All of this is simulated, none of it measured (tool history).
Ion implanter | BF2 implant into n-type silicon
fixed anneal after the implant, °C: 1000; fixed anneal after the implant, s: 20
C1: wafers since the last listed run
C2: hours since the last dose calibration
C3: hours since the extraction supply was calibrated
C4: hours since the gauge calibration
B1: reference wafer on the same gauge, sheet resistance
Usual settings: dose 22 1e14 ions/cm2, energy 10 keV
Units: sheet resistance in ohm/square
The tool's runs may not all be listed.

run 1 hour=0 | dose=22 energy=10 | C1=0 C2=312.9 C3=2261 C4=607.4 | B1=226.79 | sheet_resistance=201.76
run 2 hour=37.9 | dose=22 energy=10 | C1=882 C2=350.8 C3=2298.9 C4=645.3 | B1=227.02 | sheet_resistance=201.72
run 3 hour=73.2 | dose=22 energy=10 | C1=821 C2=386.1 C3=2334.2 C4=680.6 | B1=227.01 | sheet_resistance=202.97
run 4 hour=141.7 | dose=22 energy=10 | C1=1594 C2=454.6 C3=2402.7 C4=749.1 | B1=227.04 | sheet_resistance=203.14
-- hour=163 gauge calibrated
run 5 hour=188.7 | dose=22 energy=10 | C1=1094 C2=501.6 C3=2449.7 C4=25.7 | B1=227.04 | sheet_resistance=201.43
run 6 hour=238.9 | dose=22 energy=12 | C1=1168 C2=551.8 C3=2499.9 C4=75.9 | B1=227.11 | sheet_resistance=190.11
-- hour=254.7 Faraday cup replaced and dose calibrated
run 7 hour=303.1 | dose=22 energy=10 | C1=1308 C2=48.4 C3=2564.1 C4=140.1 | B1=227.28 | sheet_resistance=201.99
run 8 hour=339.7 | dose=18.65 energy=10 | C1=852 C2=85 C3=2600.7 C4=176.7 | B1=227.18 | sheet_resistance=204.34
run 9 hour=399.3 | dose=22 energy=10 | C1=1387 C2=144.6 C3=2660.3 C4=236.3 | B1=226.91 | sheet_resistance=202.22
run 10 hour=459 | dose=22 energy=10 | C1=1390 C2=204.3 C3=2720 C4=296 | B1=227.03 | sheet_resistance=201.01
run 11 hour=509.4 | dose=22 energy=10 | C1=1173 C2=254.7 C3=2770.4 C4=346.4 | B1=227.13 | sheet_resistance=203.57
run 12 hour=565.3 | dose=22 energy=10 | C1=1301 C2=310.6 C3=2826.3 C4=402.3 | B1=226.95 | sheet_resistance=201.67
run 13 hour=613.3 | dose=22 energy=10 | C1=1117 C2=358.6 C3=2874.3 C4=450.3 | B1=227.19 | sheet_resistance=201.48
run 14 hour=650.8 | dose=27.99 energy=10 | C1=873 C2=396.1 C3=2911.8 C4=487.8 | B1=227.15 | sheet_resistance=199.02
run 15 hour=684.4 | dose=22 energy=10 | C1=782 C2=429.7 C3=2945.4 C4=521.4 | B1=226.95 | sheet_resistance=201.85
run 16 hour=721.3 | dose=22 energy=11.5 | C1=859 C2=466.6 C3=2982.3 C4=558.3 | B1=226.82 | sheet_resistance=192.31
run 17 hour=769.2 | dose=26.32 energy=7 | C1=1115 C2=514.5 C3=3030.2 C4=606.2 | B1=226.84 | sheet_resistance=225.12
run 18 hour=793.5 | dose=15.72 energy=12 | C1=565 C2=538.8 C3=3054.5 C4=630.5 | B1=226.93 | sheet_resistance=196.02
-- hour=811.4 Faraday cup replaced and dose calibrated
-- hour=814.5 gauge calibrated
run 19 hour=841.6 | dose=27.94 energy=8 | C1=933 C2=30.2 C3=3102.6 C4=27.1 | B1=226.97 | sheet_resistance=215.85
run 20 hour=890.1 | dose=24.28 energy=12 | C1=1129 C2=78.7 C3=3151.1 C4=75.6 | B1=227.26 | sheet_resistance=188.01
run 21 hour=961.2 | dose=28.47 energy=9 | C1=1655 C2=149.8 C3=3222.2 C4=146.7 | B1=226.74 | sheet_resistance=206.29
run 22 hour=1026.7 | dose=15.72 energy=12 | C1=1525 C2=215.3 C3=3287.7 C4=212.2 | B1=227 | sheet_resistance=196.62
-- hour=1046.3 extraction supply calibrated
run 23 hour=1090.2 | dose=27.07 energy=13 | C1=1292 C2=278.8 C3=43.9 C4=275.7 | B1=227.13 | sheet_resistance=181.2
run 24 hour=1131.9 | dose=18.13 energy=7.5 | C1=970 C2=320.5 C3=85.6 C4=317.4 | B1=226.89 | sheet_resistance=223.68
run 25 hour=1177 | dose=24.41 energy=10 | C1=1050 C2=365.6 C3=130.7 C4=362.5 | B1=226.78 | sheet_resistance=200.95
-- hour=1272.1 Faraday cup replaced and dose calibrated
run 26 hour=1272.6 | dose=22 energy=9 | C1=2039 C2=0.5 C3=226.3 C4=458.1 | B1=226.84 | sheet_resistance=210.22
run 27 hour=1331.7 | dose=27.07 energy=13 | C1=1376 C2=59.6 C3=285.4 C4=517.2 | B1=226.97 | sheet_resistance=181.88

The tool's hidden state at each run:
deviation of the true dose from the Faraday cup's reading, %: 0 in every run
deviation of the true energy from its setpoint, %: 0 in every run
gauge reads high (%): 0 in every run

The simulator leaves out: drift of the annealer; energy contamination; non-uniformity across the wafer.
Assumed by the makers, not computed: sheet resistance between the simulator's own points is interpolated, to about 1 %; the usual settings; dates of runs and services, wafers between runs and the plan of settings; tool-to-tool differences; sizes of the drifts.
